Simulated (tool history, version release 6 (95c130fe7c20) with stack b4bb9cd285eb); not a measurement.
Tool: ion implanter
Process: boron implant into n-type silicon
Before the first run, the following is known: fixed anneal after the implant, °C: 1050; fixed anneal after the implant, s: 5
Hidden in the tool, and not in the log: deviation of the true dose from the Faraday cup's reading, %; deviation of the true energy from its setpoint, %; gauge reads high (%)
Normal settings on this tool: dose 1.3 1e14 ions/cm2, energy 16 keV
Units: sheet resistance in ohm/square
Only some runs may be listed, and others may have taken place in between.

run,hour,dose,energy,wafers since the last listed run,hours since the last dose calibration,hours since the extraction supply was calibrated,hours since the gauge calibration,"read-back reference wafer on the same gauge, sheet resistance",sheet resistance
1,0,1.3,16,0,1008.9,4232.4,660.2,532.93,615.79
2,28.2,1.3,16,478,1037.1,4260.6,688.4,532.95,616.6
3,58,1.3,16,505,1066.9,4290.4,718.2,533.16,616.21
4,79.7,1.3,16,367,1088.6,4312.1,739.9,532.84,616.44
5,97.5,1.3,16,301,1106.4,4329.9,757.7,532.88,617.91
6,126,1.3,16,483,1134.9,4358.4,786.2,532.9,615.54
7,143.7,1.3,16,300,1152.6,4376.1,803.9,532.79,616.33
8,170,1.3,16,445,1178.9,4402.4,830.2,532.86,616.31
9,185.6,1.3,16,264,1194.5,4418,845.8,533.06,618.72
10,202.3,1.3,16,283,1211.2,4434.7,862.5,532.95,617.43
11,237.8,1.3,16,601,1246.7,4470.2,898,533.18,618.4
12,262.5,1.3,16,418,1271.4,4494.9,922.7,532.79,617.67
13,286.6,1.07,16,408,1295.5,4519,946.8,532.9,720.21
14,311.7,1.3,16,425,1320.6,4544.1,971.9,532.85,620.2
15,331.8,1.3,16,340,1340.7,4564.2,992,532.63,618.81
16,360,1.13,18,478,1368.9,4592.4,1020.2,532.91,679.08
17,393.4,1.58,14.5,566,1402.3,4625.8,1053.6,532.64,536.98
# hour 406.1: Faraday cup replaced and dose calibrated
18,422.2,1.3,16,352,16.1,4654.6,1082.4,532.66,607.53
19,439.6,1.06,18.5,295,33.5,4672,1099.8,533.24,698.85
# hour 454.3: gauge calibrated
20,474,1.3,16,583,67.9,4706.4,19.7,532.76,607.14
21,500.2,1.42,10.5,444,94.1,4732.6,45.9,533.1,598.3
22,529.4,1.57,11,495,123.3,4761.8,75.1,532.96,550.18
23,551.7,1.3,16,378,145.6,4784.1,97.4,532.68,609.55
24,582.7,1.3,16,525,176.6,4815.1,128.4,532.93,609.87
# hour 599.6: extraction supply calibrated
25,606.4,1.18,19.5,266,200.3,6.8,152.1,533.05,638.94
26,638.5,1.3,12.5,544,232.4,38.9,184.2,533.03,629.34
27,656.1,1.63,20,298,250,56.5,201.8,533.06,492.54
28,670.2,1.05,18.5,239,264.1,70.6,215.9,533.1,705.56
29,691,1.07,13.5,352,284.9,91.4,236.7,532.68,730.25
30,723.5,0.93,11,551,317.4,123.9,269.2,533.18,836.82
31,744.8,1.3,20.5,361,338.7,145.2,290.5,532.89,587.83
32,771.5,1.43,14.5,452,365.4,171.9,317.2,533.16,572
33,785.5,1.3,16,237,379.4,185.9,331.2,533.02,611.53
34,804.2,1.1,20.5,317,398.1,204.6,349.9,533.35,669.5
35,836.1,1.3,16,540,430,236.5,381.8,532.88,609.97
36,851.4,1.3,16,259,445.3,251.8,397.1,532.98,612.79
37,883.3,1.47,16,540,477.2,283.7,429,533.04,553.21
38,917.5,1.51,20,579,511.4,317.9,463.2,533.1,524.93

Measured minus without-hidden-state, run by run (identical run-to-run variation in each term; gauge scatter may differ):
run,sheet resistance
1,+8.53
2,+8.75
3,+8.98
4,+9.14
5,+9.31
6,+9.49
7,+9.63
8,+9.83
9,+9.99
10,+10.1
11,+10.39
12,+10.56
13,+12.13
14,+10.98
15,+11.11
16,+12.05
17,+10.29
18,+0.59
19,+0.79
20,+0.97
21,+1.17
22,+1.28
23,+1.56
24,+1.79
25,+2.01
26,+2.3
27,+1.91
28,+2.71
29,+3.06
30,+3.84
31,+2.85
32,+3.06
33,+3.33
34,+3.63
35,+3.7
36,+3.84
37,+3.73
38,+3.73

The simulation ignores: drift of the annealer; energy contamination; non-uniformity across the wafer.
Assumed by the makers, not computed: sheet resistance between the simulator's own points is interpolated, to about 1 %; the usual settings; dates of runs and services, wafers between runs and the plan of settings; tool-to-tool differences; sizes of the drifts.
